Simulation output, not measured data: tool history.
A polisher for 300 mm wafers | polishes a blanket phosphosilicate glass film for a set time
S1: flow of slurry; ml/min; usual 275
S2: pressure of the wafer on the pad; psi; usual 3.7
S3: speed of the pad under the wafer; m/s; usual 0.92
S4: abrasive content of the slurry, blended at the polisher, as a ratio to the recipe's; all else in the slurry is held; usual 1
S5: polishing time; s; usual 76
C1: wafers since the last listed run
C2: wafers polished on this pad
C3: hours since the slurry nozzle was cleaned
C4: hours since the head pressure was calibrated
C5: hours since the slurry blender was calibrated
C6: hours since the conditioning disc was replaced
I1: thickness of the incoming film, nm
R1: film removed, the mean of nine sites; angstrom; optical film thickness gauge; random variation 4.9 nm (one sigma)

run,hour,S1,S2,S3,S4,S5,C1,C2,C3,C4,C5,C6,I1,R1
1,0,275,3.7,0.92,1,61,0,924,556.2,1014.8,110.4,138.5,2655.8,6315
2,9.3,275,3.7,0.92,1,61,59,984,565.5,1024.1,119.7,147.8,2664.6,6141
# hour 16: slurry blender recalibrated
3,16.5,275,3.7,0.92,1,61,33,1017,572.7,1031.3,0.5,155,2619.3,6470
4,32.4,275,3.7,0.92,1,76,101,1119,588.6,1047.2,16.4,170.9,2650,8059
5,38.9,275,3.7,0.92,1,76,41,1160,595.1,1053.7,22.9,177.4,2622.5,8038
6,56.5,275,3.7,0.92,1,76,112,1273,612.7,1071.3,40.5,195,2579,8063
# hour 67.3: worn pad replaced by a new one
7,74.2,275,3.7,0.92,1,76,87,43,630.4,1089,58.2,212.7,2624.4,7969
# hour 78.2: conditioning disc replaced and pad reconditioned
8,91,275,4.4,0.92,1,76,94,138,647.2,1105.8,75,12.8,2623.5,9306
9,103.5,275,3.7,0.92,1,76,79,218,659.7,1118.3,87.5,25.3,2606,7862
# hour 115: head pressure recalibrated
# hour 117.7: slurry nozzle cleaned
10,118.2,330,3.7,0.92,0.8,62,74,293,0.5,3.2,102.2,40,2643.9,5628
11,132,275,3.7,0.82,1,76,88,381,14.3,17,116,53.8,2603.9,7118
12,138,275,3.7,0.92,1,67,38,419,20.3,23,122,59.8,2609.4,6777
# hour 143.9: slurry blender recalibrated
13,151.5,330,3.7,0.92,1,76,73,493,33.8,36.5,7.6,73.3,2609.9,8052
14,199.8,240,2.5,0.92,1,66,308,802,82.1,84.8,55.9,121.6,2605.4,4645
15,210.9,275,2.8,0.92,1.2,76,70,873,93.2,95.9,67,132.7,2609.5,6688

Forecast each of these 3 alternatives for the next run:
A,211.3,275,3.7,0.92,1,76,2,875,93.6,96.3,67.4,133.1,2613.9,?
B,211.3,310,3.7,0.92,1,76,2,875,93.6,96.3,67.4,133.1,2613.9,?
C,211.3,185,4.7,0.92,1,76,2,875,93.6,96.3,67.4,133.1,2613.9,?

run,R1
A,7919
B,7998
C,9591
Without the tool's hidden state the same runs would have given:
run,R1
A,8131
B,8212
C,9848

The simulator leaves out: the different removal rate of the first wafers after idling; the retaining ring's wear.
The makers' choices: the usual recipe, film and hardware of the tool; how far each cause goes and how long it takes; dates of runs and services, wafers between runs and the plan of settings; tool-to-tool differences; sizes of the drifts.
